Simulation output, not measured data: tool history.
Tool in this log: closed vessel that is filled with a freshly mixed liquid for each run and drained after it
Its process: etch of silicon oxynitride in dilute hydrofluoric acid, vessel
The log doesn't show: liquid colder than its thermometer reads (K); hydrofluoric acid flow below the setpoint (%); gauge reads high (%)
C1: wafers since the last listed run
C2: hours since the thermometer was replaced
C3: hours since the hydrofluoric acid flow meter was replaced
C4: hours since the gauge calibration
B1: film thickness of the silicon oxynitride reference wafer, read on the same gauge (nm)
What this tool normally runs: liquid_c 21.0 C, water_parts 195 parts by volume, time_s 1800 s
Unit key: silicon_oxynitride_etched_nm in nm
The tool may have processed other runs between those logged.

Run 1, hour 0.0: usual settings but liquid_c 24.5 C; C1 0; C2 2295.8; C3 1258.2; C4 390.3; B1 79.99. Result: silicon_oxynitride_etched_nm 19.42 nm.
Run 2, hour 17.1: usual settings but liquid_c 24.5 C; C1 397; C2 2312.9; C3 1275.3; C4 407.4; B1 80.00. Result: silicon_oxynitride_etched_nm 19.38 nm.
Run 3, hour 32.5: usual settings; C1 357; C2 2328.3; C3 1290.7; C4 422.8; B1 80.01. Result: silicon_oxynitride_etched_nm 16.54 nm.
Run 4, hour 40.1: usual settings; C1 176; C2 2335.9; C3 1298.3; C4 430.4; B1 80.00. Result: silicon_oxynitride_etched_nm 16.22 nm.
At hour 48.5: thermometer replaced.
Run 5, hour 50.0: usual settings; C1 206; C2 1.5; C3 1308.2; C4 440.3; B1 80.01. Result: silicon_oxynitride_etched_nm 16.41 nm.
Run 6, hour 65.9: usual settings; C1 369; C2 17.4; C3 1324.1; C4 456.2; B1 79.99. Result: silicon_oxynitride_etched_nm 16.41 nm.
Run 7, hour 81.1: usual settings; C1 353; C2 32.6; C3 1339.3; C4 471.4; B1 80.02. Result: silicon_oxynitride_etched_nm 16.43 nm.
Run 8, hour 94.1: usual settings; C1 301; C2 45.6; C3 1352.3; C4 484.4; B1 80.00. Result: silicon_oxynitride_etched_nm 16.61 nm.
Run 9, hour 110.3: usual settings; C1 376; C2 61.8; C3 1368.5; C4 500.6; B1 79.99. Result: silicon_oxynitride_etched_nm 16.36 nm.
Run 10, hour 116.8: usual settings; C1 150; C2 68.3; C3 1375.0; C4 507.1; B1 80.00. Result: silicon_oxynitride_etched_nm 16.45 nm.
Run 11, hour 126.6: usual settings but time_s 1525 s; C1 227; C2 78.1; C3 1384.8; C4 516.9; B1 80.00. Result: silicon_oxynitride_etched_nm 13.92 nm.
Run 12, hour 143.8: usual settings but liquid_c 19.0 C, water_parts 110 parts by volume; C1 399; C2 95.3; C3 1402.0; C4 534.1; B1 80.00. Result: silicon_oxynitride_etched_nm 28.19 nm.
Run 13, hour 156.4: usual settings but liquid_c 18.0 C, water_parts 110 parts by volume; C1 292; C2 107.9; C3 1414.6; C4 546.7; B1 80.01. Result: silicon_oxynitride_etched_nm 26.47 nm.
Run 14, hour 169.8: usual settings but liquid_c 17.0 C, water_parts 280 parts by volume; C1 311; C2 121.3; C3 1428.0; C4 560.1; B1 80.01. Result: silicon_oxynitride_etched_nm 8.92 nm.
Run 15, hour 184.6: usual settings but liquid_c 18.0 C, water_parts 240 parts by volume, time_s 1210 s; C1 343; C2 136.1; C3 1442.8; C4 574.9; B1 80.00. Result: silicon_oxynitride_etched_nm 7.60 nm.
Run 16, hour 192.3: usual settings; C1 178; C2 143.8; C3 1450.5; C4 582.6; B1 79.98. Result: silicon_oxynitride_etched_nm 16.19 nm.
At hour 206.3: hydrofluoric acid flow meter replaced.
At hour 212.1: gauge calibrated.
Run 17, hour 227.3: usual settings but liquid_c 17.0 C, water_parts 250 parts by volume, time_s 2690 s; C1 789; C2 178.8; C3 21.0; C4 15.2; B1 80.02. Result: silicon_oxynitride_etched_nm 16.99 nm.
Run 18, hour 236.8: usual settings but liquid_c 18.0 C; C1 220; C2 188.3; C3 30.5; C4 24.7; B1 80.01. Result: silicon_oxynitride_etched_nm 15.65 nm.
Run 19, hour 244.1: usual settings; C1 169; C2 195.6; C3 37.8; C4 32.0; B1 79.99. Result: silicon_oxynitride_etched_nm 18.24 nm.
Run 20, hour 254.9: usual settings but liquid_c 23.5 C, water_parts 115 parts by volume, time_s 2335 s; C1 250; C2 206.4; C3 48.6; C4 42.8; B1 80.01. Result: silicon_oxynitride_etched_nm 47.78 nm.
Run 21, hour 268.5: usual settings but liquid_c 19.0 C; C1 315; C2 220.0; C3 62.2; C4 56.4; B1 80.00. Result: silicon_oxynitride_etched_nm 16.48 nm.
Run 22, hour 274.8: usual settings; C1 146; C2 226.3; C3 68.5; C4 62.7; B1 80.00. Result: silicon_oxynitride_etched_nm 18.17 nm.
Run 23, hour 286.9: usual settings but water_parts 125 parts by volume, time_s 2815 s; C1 281; C2 238.4; C3 80.6; C4 74.8; B1 80.00. Result: silicon_oxynitride_etched_nm 46.26 nm.
Run 24, hour 303.1: usual settings but liquid_c 24.5 C, water_parts 265 parts by volume, time_s 2190 s; C1 376; C2 254.6; C3 96.8; C4 91.0; B1 79.99. Result: silicon_oxynitride_etched_nm 17.99 nm.
Run 25, hour 316.7: usual settings; C1 315; C2 268.2; C3 110.4; C4 104.6; B1 80.01. Result: silicon_oxynitride_etched_nm 18.15 nm.
Run 26, hour 327.6: usual settings but liquid_c 19.0 C; C1 253; C2 279.1; C3 121.3; C4 115.5; B1 79.98. Result: silicon_oxynitride_etched_nm 16.55 nm.
Run 27, hour 333.8: usual settings but liquid_c 25.5 C, water_parts 230 parts by volume, time_s 1105 s; C1 144; C2 285.3; C3 127.5; C4 121.7; B1 80.03. Result: silicon_oxynitride_etched_nm 11.27 nm.
Run 28, hour 345.3: usual settings but liquid_c 18.5 C, time_s 960 s; C1 267; C2 296.8; C3 139.0; C4 133.2; B1 80.01. Result: silicon_oxynitride_etched_nm 8.58 nm.
Run 29, hour 355.1: usual settings but liquid_c 24.5 C, water_parts 105 parts by volume, time_s 2220 s; C1 227; C2 306.6; C3 148.8; C4 143.0; B1 80.00. Result: silicon_oxynitride_etched_nm 52.57 nm.
Run 30, hour 368.4: usual settings but water_parts 270 parts by volume, time_s 2135 s; C1 308; C2 319.9; C3 162.1; C4 156.3; B1 79.99. Result: silicon_oxynitride_etched_nm 14.72 nm.
Run 31, hour 380.8: usual settings but liquid_c 17.0 C; C1 288; C2 332.3; C3 174.5; C4 168.7; B1 79.97. Result: silicon_oxynitride_etched_nm 14.96 nm.
Run 32, hour 394.3: usual settings but liquid_c 19.5 C, water_parts 245 parts by volume, time_s 1520 s; C1 313; C2 345.8; C3 188.0; C4 182.2; B1 80.00. Result: silicon_oxynitride_etched_nm 10.99 nm.
Run 33, hour 403.5: usual settings but water_parts 240 parts by volume; C1 213; C2 355.0; C3 197.2; C4 191.4; B1 80.01. Result: silicon_oxynitride_etched_nm 14.05 nm.
Run 34, hour 418.7: usual settings; C1 353; C2 370.2; C3 212.4; C4 206.6; B1 79.98. Result: silicon_oxynitride_etched_nm 17.91 nm.

Consider 3 possible next runs. They are alternatives, not a sequence: every one starts from the tool as it was left by run 34. What does each give?
Run A, hour 419.8: usual settings; C1 25; C2 371.3; C3 213.5; C4 207.7; B1 ?. Result: silicon_oxynitride_etched_nm ?.
Run B, hour 419.8: usual settings but liquid_c 17.5 C, water_parts 110 parts by volume; C1 25; C2 371.3; C3 213.5; C4 207.7; B1 ?. Result: silicon_oxynitride_etched_nm ?.
Run C, hour 419.8: usual settings but liquid_c 25.5 C, water_parts 140 parts by volume; C1 25; C2 371.3; C3 213.5; C4 207.7; B1 ?. Result: silicon_oxynitride_etched_nm ?.

run     B1  silicon_oxynitride_etched_nm
  A  80.03                         17.69
  B  80.03                         28.11
  C  80.03                         31.58
Stripped of hidden state, with their random variation kept, the same runs would have yielded:
run  silicon_oxynitride_etched_nm
  A                         18.11
  B                         28.74
  C                         32.32
